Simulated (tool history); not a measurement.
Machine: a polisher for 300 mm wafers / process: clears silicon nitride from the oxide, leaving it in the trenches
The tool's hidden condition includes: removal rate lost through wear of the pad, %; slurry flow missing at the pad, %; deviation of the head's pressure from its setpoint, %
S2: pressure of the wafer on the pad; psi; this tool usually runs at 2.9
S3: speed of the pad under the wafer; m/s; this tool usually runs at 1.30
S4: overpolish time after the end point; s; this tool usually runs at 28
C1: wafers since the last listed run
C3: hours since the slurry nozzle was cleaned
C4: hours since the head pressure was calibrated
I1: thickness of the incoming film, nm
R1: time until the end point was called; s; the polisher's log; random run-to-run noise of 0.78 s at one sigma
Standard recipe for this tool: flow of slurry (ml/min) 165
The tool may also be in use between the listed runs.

{"run": 1, "hour": 0.0, "flow of slurry (ml/min)": 165, "S2": 2.9, "S3": 1.18, "S4": 39, "C1": 0, "wafers polished on this pad": 844, "C3": 420.5, "C4": 1220.7, "I1": 126.1, "R1": 97.4}
{"hour": 18.8, "done": "worn pad replaced by a new one"}
{"run": 2, "hour": 19.3, "flow of slurry (ml/min)": 165, "S2": 2.9, "S3": 1.3, "S4": 28, "C1": 132, "wafers polished on this pad": 4, "C3": 439.8, "C4": 1240.0, "I1": 126.3, "R1": 89.4}
{"run": 3, "hour": 27.4, "flow of slurry (ml/min)": 165, "S2": 2.9, "S3": 1.3, "S4": 28, "C1": 70, "wafers polished on this pad": 74, "C3": 447.9, "C4": 1248.1, "I1": 124.5, "R1": 88.3}
{"run": 4, "hour": 42.7, "flow of slurry (ml/min)": 165, "S2": 2.9, "S3": 1.3, "S4": 36, "C1": 132, "wafers polished on this pad": 207, "C3": 463.2, "C4": 1263.4, "I1": 125.0, "R1": 88.6}
{"run": 5, "hour": 48.8, "flow of slurry (ml/min)": 165, "S2": 2.9, "S3": 1.3, "S4": 28, "C1": 52, "wafers polished on this pad": 260, "C3": 469.3, "C4": 1269.5, "I1": 123.1, "R1": 86.0}
{"run": 6, "hour": 64.8, "flow of slurry (ml/min)": 165, "S2": 2.9, "S3": 1.3, "S4": 28, "C1": 138, "wafers polished on this pad": 399, "C3": 485.3, "C4": 1285.5, "I1": 122.2, "R1": 86.7}
{"run": 7, "hour": 82.9, "flow of slurry (ml/min)": 165, "S2": 3.5, "S3": 1.3, "S4": 28, "C1": 157, "wafers polished on this pad": 556, "C3": 503.4, "C4": 1303.6, "I1": 124.7, "R1": 72.6}
{"run": 8, "hour": 99.1, "flow of slurry (ml/min)": 165, "S2": 2.9, "S3": 1.3, "S4": 28, "C1": 140, "wafers polished on this pad": 697, "C3": 519.6, "C4": 1319.8, "I1": 125.4, "R1": 89.2}
{"hour": 107.5, "done": "slurry nozzle cleaned"}
{"run": 9, "hour": 109.4, "flow of slurry (ml/min)": 165, "S2": 2.6, "S3": 1.3, "S4": 28, "C1": 80, "wafers polished on this pad": 778, "C3": 1.9, "C4": 1330.1, "I1": 126.7, "R1": 99.4}
{"run": 10, "hour": 119.6, "flow of slurry (ml/min)": 165, "S2": 3.7, "S3": 1.3, "S4": 28, "C1": 88, "wafers polished on this pad": 867, "C3": 12.1, "C4": 1340.3, "I1": 125.1, "R1": 68.1}
{"run": 11, "hour": 133.1, "flow of slurry (ml/min)": 165, "S2": 2.9, "S3": 1.3, "S4": 16, "C1": 117, "wafers polished on this pad": 984, "C3": 25.6, "C4": 1353.8, "I1": 126.8, "R1": 88.8}
{"hour": 145.6, "done": "worn pad replaced by a new one"}
{"run": 12, "hour": 149.9, "flow of slurry (ml/min)": 165, "S2": 2.9, "S3": 1.0, "S4": 28, "C1": 111, "wafers polished on this pad": 37, "C3": 42.4, "C4": 1370.6, "I1": 124.7, "R1": 114.2}
{"run": 13, "hour": 164.5, "flow of slurry (ml/min)": 120, "S2": 2.2, "S3": 1.3, "S4": 14, "C1": 126, "wafers polished on this pad": 164, "C3": 57.0, "C4": 1385.2, "I1": 125.8, "R1": 119.8}

Run 14 is up next; what results do you expect?
{"run": 14, "hour": 174.2, "flow of slurry (ml/min)": 225, "S2": 2.9, "S3": 1.62, "S4": 28, "C1": 84, "wafers polished on this pad": 248, "C3": 66.7, "C4": 1394.9, "I1": 125.3, "R1": "?"}

R1: 67.9 s
If the tool had no hidden condition, the same run with the same run-to-run variation would have returned R1 67.9 s.
